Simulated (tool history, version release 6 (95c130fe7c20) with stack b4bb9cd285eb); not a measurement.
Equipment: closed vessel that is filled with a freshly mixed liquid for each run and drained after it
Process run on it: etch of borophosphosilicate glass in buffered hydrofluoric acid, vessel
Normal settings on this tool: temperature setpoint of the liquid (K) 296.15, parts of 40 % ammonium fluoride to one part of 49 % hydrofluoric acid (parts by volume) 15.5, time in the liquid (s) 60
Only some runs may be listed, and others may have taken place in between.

run,hour,temperature setpoint of the liquid (K),parts of 40 % ammonium fluoride to one part of 49 % hydrofluoric acid (parts by volume),time in the liquid (s),"read-back film thickness of the borophosphosilicate glass reference wafer, read on the same gauge (nm)",thickness taken off the borophosphosilicate glass on a monitor wafer (Å)
1,0,296.15,15.5,60,80.01,898.8
2,16.8,296.15,15.5,60,79.98,902.5
3,32.8,296.15,15.5,60,79.97,898.6
4,39.3,296.15,15.5,60,80.01,901.8
5,50.1,296.15,15.5,60,79.95,914.5
6,67.3,296.15,19,60,80.04,733.4
7,76.9,296.15,19,60,79.98,755.6
8,102.8,296.15,19,60,79.99,748.4
9,109.7,293.65,15.5,70,80.05,949.2
# hour 135.7: gauge calibrated
10,163.6,293.65,15.5,70,80.05,939.4
11,178.7,293.65,15.5,70,79.96,937.7
12,185.3,296.15,14,60,80.02,1032.4
# hour 190: hydrofluoric acid flow meter replaced
13,197.1,293.65,15.5,60,79.98,718.5
14,207.9,296.15,19.5,60,80.04,661.2
15,231.3,300.65,17.5,60,80.01,928.8
16,247.2,291.15,15.5,35,79.98,368.7
17,254.3,293.15,14,40,80.03,523.8
# hour 257.7: thermometer replaced
18,271.5,293.65,15.5,70,80.01,843.4
19,288.1,296.15,19.5,60,80,660.5
20,298.2,296.15,15.5,75,79.96,1032.5
21,313.9,300.65,21,60,80,784.5
22,331.7,296.15,19,45,80.04,508.6

Branching from run 22: 5 alternative next runs. What would each branch give?
A,332.4,296.15,15.5,60,?,?
B,332.4,296.15,14,35,?,?
C,332.4,293.65,17.5,60,?,?
D,332.4,300.65,19,90,?,?
E,332.4,296.15,15.5,45,?,?

run,"read-back film thickness of the borophosphosilicate glass reference wafer, read on the same gauge (nm)",thickness taken off the borophosphosilicate glass on a monitor wafer (Å)
A,80.01,836.3
B,80.01,539.4
C,80.01,646.7
D,80.01,1306.6
E,80.01,627.3
Without the tool's hidden state the same runs would have given:
run,thickness taken off the borophosphosilicate glass on a monitor wafer (Å)
A,812.1
B,523.8
C,628
D,1268.8
E,609.1
